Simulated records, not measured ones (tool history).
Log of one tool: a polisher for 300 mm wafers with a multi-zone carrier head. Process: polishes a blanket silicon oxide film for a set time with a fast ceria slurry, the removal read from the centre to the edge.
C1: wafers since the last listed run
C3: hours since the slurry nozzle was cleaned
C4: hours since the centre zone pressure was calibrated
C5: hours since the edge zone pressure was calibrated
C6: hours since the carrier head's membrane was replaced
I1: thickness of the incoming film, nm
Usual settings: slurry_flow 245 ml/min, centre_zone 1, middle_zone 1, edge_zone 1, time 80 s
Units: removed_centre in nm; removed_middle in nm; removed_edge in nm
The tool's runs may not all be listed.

Run 1, hour 0: usual settings; C1 0; wafers polished on this pad 222; C3 321.2; C4 280.4; C5 378.6; C6 695.9; I1 2610.2. Result: removed_centre 701.3 nm, removed_middle 771.6 nm, removed_edge 776.7 nm.
At hour 67: centre zone pressure recalibrated.
Run 2, hour 102.9: usual settings but edge_zone 1.07; C1 622; wafers polished on this pad 845; C3 424.1; C4 35.9; C5 481.5; C6 798.8; I1 2586.6. Result: removed_centre 720.4 nm, removed_middle 768.8 nm, removed_edge 793.5 nm.
At hour 134.4: worn pad replaced by a new one.
Run 3, hour 171.3: usual settings; C1 397; wafers polished on this pad 227; C3 492.5; C4 104.3; C5 549.9; C6 867.2; I1 2560.2. Result: removed_centre 697.7 nm, removed_middle 758.8 nm, removed_edge 777.1 nm.
Run 4, hour 228.4: usual settings; C1 352; wafers polished on this pad 580; C3 549.6; C4 161.4; C5 607; C6 924.3; I1 2553.3. Result: removed_centre 685.9 nm, removed_middle 761.9 nm, removed_edge 771.9 nm.
Run 5, hour 328.5: usual settings; C1 617; wafers polished on this pad 1197; C3 649.7; C4 261.5; C5 707.1; C6 1024.4; I1 2600.7. Result: removed_centre 680.7 nm, removed_middle 769.7 nm, removed_edge 774.5 nm.
At hour 342.2: worn pad replaced by a new one.
At hour 378.9: centre zone pressure recalibrated.
At hour 392.5: slurry nozzle cleaned.
Run 6, hour 398.2: usual settings but slurry_flow 290 ml/min; C1 386; wafers polished on this pad 326; C3 5.7; C4 19.3; C5 776.8; C6 1094.1; I1 2588.5. Result: removed_centre 763.3 nm, removed_middle 805.2 nm, removed_edge 807 nm.
Run 7, hour 476.6: usual settings; C1 483; wafers polished on this pad 810; C3 84.1; C4 97.7; C5 855.2; C6 1172.5; I1 2548.4. Result: removed_centre 733.5 nm, removed_middle 799.2 nm, removed_edge 793.7 nm.
At hour 525.8: worn pad replaced by a new one.
Run 8, hour 526.3: usual settings but middle_zone 0.96, edge_zone 1.09, time 65 s; C1 281; wafers polished on this pad 3; C3 133.8; C4 147.4; C5 904.9; C6 1222.2; I1 2577.2. Result: removed_centre 575.7 nm, removed_middle 623.3 nm, removed_edge 671.9 nm.
Run 9, hour 621.6: usual settings but slurry_flow 175 ml/min, centre_zone 1.07, middle_zone 0.88; C1 587; wafers polished on this pad 591; C3 229.1; C4 242.7; C5 1000.2; C6 1317.5; I1 2619.6. Result: removed_centre 686.6 nm, removed_middle 665.9 nm, removed_edge 760 nm.
At hour 645: centre zone pressure recalibrated.
Run 10, hour 671.8: usual settings but centre_zone 0.88, middle_zone 1.04; C1 297; wafers polished on this pad 888; C3 279.3; C4 26.8; C5 1050.4; C6 1367.7; I1 2614.1. Result: removed_centre 672.3 nm, removed_middle 804.6 nm, removed_edge 781.3 nm.
Run 11, hour 732.4: usual settings but slurry_flow 290 ml/min, centre_zone 0.94; C1 373; wafers polished on this pad 1262; C3 339.9; C4 87.4; C5 1111; C6 1428.3; I1 2641.8. Result: removed_centre 688.9 nm, removed_middle 770.6 nm, removed_edge 787.6 nm.
At hour 736.5: edge zone pressure recalibrated.
At hour 737.6: carrier head's membrane replaced by a new one.
At hour 739.3: worn pad replaced by a new one.
Run 12, hour 796: usual settings; C1 362; wafers polished on this pad 349; C3 403.5; C4 151; C5 59.5; C6 58.4; I1 2608.4. Result: removed_centre 699.9 nm, removed_middle 765.8 nm, removed_edge 785.8 nm.
Run 13, hour 839: usual settings; C1 265; wafers polished on this pad 614; C3 446.5; C4 194; C5 102.5; C6 101.4; I1 2564.8. Result: removed_centre 699.6 nm, removed_middle 765.8 nm, removed_edge 776.2 nm.
Run 14, hour 888: usual settings; C1 302; wafers polished on this pad 917; C3 495.5; C4 243; C5 151.5; C6 150.4; I1 2593.4. Result: removed_centre 685.8 nm, removed_middle 762 nm, removed_edge 780.1 nm.
At hour 911.3: worn pad replaced by a new one.
At hour 942.1: centre zone pressure recalibrated.
Run 15, hour 949.9: usual settings but centre_zone 0.92; C1 344; wafers polished on this pad 225; C3 557.4; C4 7.8; C5 213.4; C6 212.3; I1 2563.5. Result: removed_centre 695.5 nm, removed_middle 747.3 nm, removed_edge 773 nm.

4 ways to go on from here, each from the tool as it stands after run 15. What would each give?
Run A, hour 950.4: usual settings but slurry_flow 180 ml/min; C1 3; wafers polished on this pad 228; C3 557.9; C4 8.3; C5 213.9; C6 212.8; I1 2552.8. Result: removed_centre ?, removed_middle ?, removed_edge ?.
Run B, hour 950.4: usual settings but slurry_flow 270 ml/min, centre_zone 1.07, edge_zone 0.92; C1 3; wafers polished on this pad 228; C3 557.9; C4 8.3; C5 213.9; C6 212.8; I1 2552.8. Result: removed_centre ?, removed_middle ?, removed_edge ?.
Run C, hour 950.4: usual settings but slurry_flow 285 ml/min, middle_zone 1.1, edge_zone 1.05, time 90 s; C1 3; wafers polished on this pad 228; C3 557.9; C4 8.3; C5 213.9; C6 212.8; I1 2552.8. Result: removed_centre ?, removed_middle ?, removed_edge ?.
Run D, hour 950.4: usual settings but slurry_flow 315 ml/min, centre_zone 1.11, time 100 s; C1 3; wafers polished on this pad 228; C3 557.9; C4 8.3; C5 213.9; C6 212.8; I1 2552.8. Result: removed_centre ?, removed_middle ?, removed_edge ?.

run  removed_centre  removed_middle  removed_edge
  A           722.3           741.1         748.5
  B           812.1           776.9         745.5
  C           863.4           953.1         894.6
  D            1070           986.6           980
Without the tool's hidden state the same runs would have given:
run  removed_centre  removed_middle  removed_edge
  A           772.2           779.8         776.7
  B           856.1           807.6         767.4
  C           908.7           989.2         919.9
  D          1122.6          1021.3        1005.8
